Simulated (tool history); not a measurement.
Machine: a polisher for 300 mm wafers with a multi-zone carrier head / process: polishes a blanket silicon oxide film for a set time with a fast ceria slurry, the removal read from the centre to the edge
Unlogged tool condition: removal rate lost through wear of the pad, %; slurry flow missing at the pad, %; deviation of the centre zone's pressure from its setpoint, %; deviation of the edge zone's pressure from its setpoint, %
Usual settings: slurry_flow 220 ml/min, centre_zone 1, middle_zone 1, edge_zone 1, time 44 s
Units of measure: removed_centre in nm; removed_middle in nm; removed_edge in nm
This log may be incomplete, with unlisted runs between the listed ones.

run    day  slurry_flow  centre_zone  middle_zone  edge_zone  time  wafers since the last listed run  wafers polished on this pad  hours since the slurry nozzle was cleaned  hours since the centre zone pressure was calibrated  hours since the edge zone pressure was calibrated  hours since the carrier head's membrane was replaced  incoming thickness of the incoming film, nm  removed_centre  removed_middle  removed_edge
  1      0          165            1            1          1    44                                 0                          808                                      164.4                                                275.7                                              361.3                                                 632.3                                       2509.9           832.6           811.2         861.5
  2  0.633          165            1            1          1    44                               235                         1044                                      179.6                                                290.9                                              376.5                                                 647.5                                       2551.4           860.7           807.1         859.6
  3  1.179          220         0.97            1          1    44                               203                         1247                                      192.7                                                  304                                              389.6                                                 660.6                                       2533.2             889           879.9         896.4
     1.558  -- worn pad replaced by a new one
  4   1.85          220         0.97            1          1    44                               187                          109                                      208.8                                                320.1                                              405.7                                                 676.7                                       2544.6           919.8           892.1         907.7
  5  2.562          220         0.97            1          1    44                               265                          374                                      225.9                                                337.2                                              422.8                                                 693.8                                         2501           880.4             856           894
  6  3.158          220            1            1          1    44                               221                          596                                      240.2                                                351.5                                              437.1                                                 708.1                                       2512.1           919.3           880.8         879.3
  7  3.525          220            1            1          1    44                               136                          733                                        249                                                360.3                                              445.9                                                 716.9                                       2497.6           912.5             862         892.9
     3.796  -- edge zone pressure recalibrated
  8  3.862          290         0.97            1       0.92    56                                94                          827                                      257.1                                                368.4                                                1.6                                                   725                                       2505.7            1193          1156.2        1140.7
  9  4.379          220            1            1          1    44                               192                         1020                                      269.5                                                380.8                                                 14                                                 737.4                                       2517.6           926.9           876.8           889
     5.029  -- carrier head's membrane replaced by a new one
     5.162  -- worn pad replaced by a new one
 10  6.521          220            1            1          1    44                               670                          505                                      320.9                                                432.2                                               65.4                                                  35.8                                       2500.7           941.1           884.3         876.9
 11  7.121          220            1            1          1    44                               223                          729                                      335.3                                                446.6                                               79.8                                                  50.2                                         2555           947.8           840.7         864.9

Forecast run 12:
 12  7.538          265            1            1          1    44                               155                          884                                      345.3                                                456.6                                               89.8                                                  60.2                                       2512.4               ?               ?             ?

removed_centre: 968.1 nm
removed_middle: 901.9 nm
removed_edge: 903.3 nm
With no hidden state in the tool, this same run would have given removed_centre 955 nm, removed_middle 979.7 nm, removed_edge 959.7 nm.
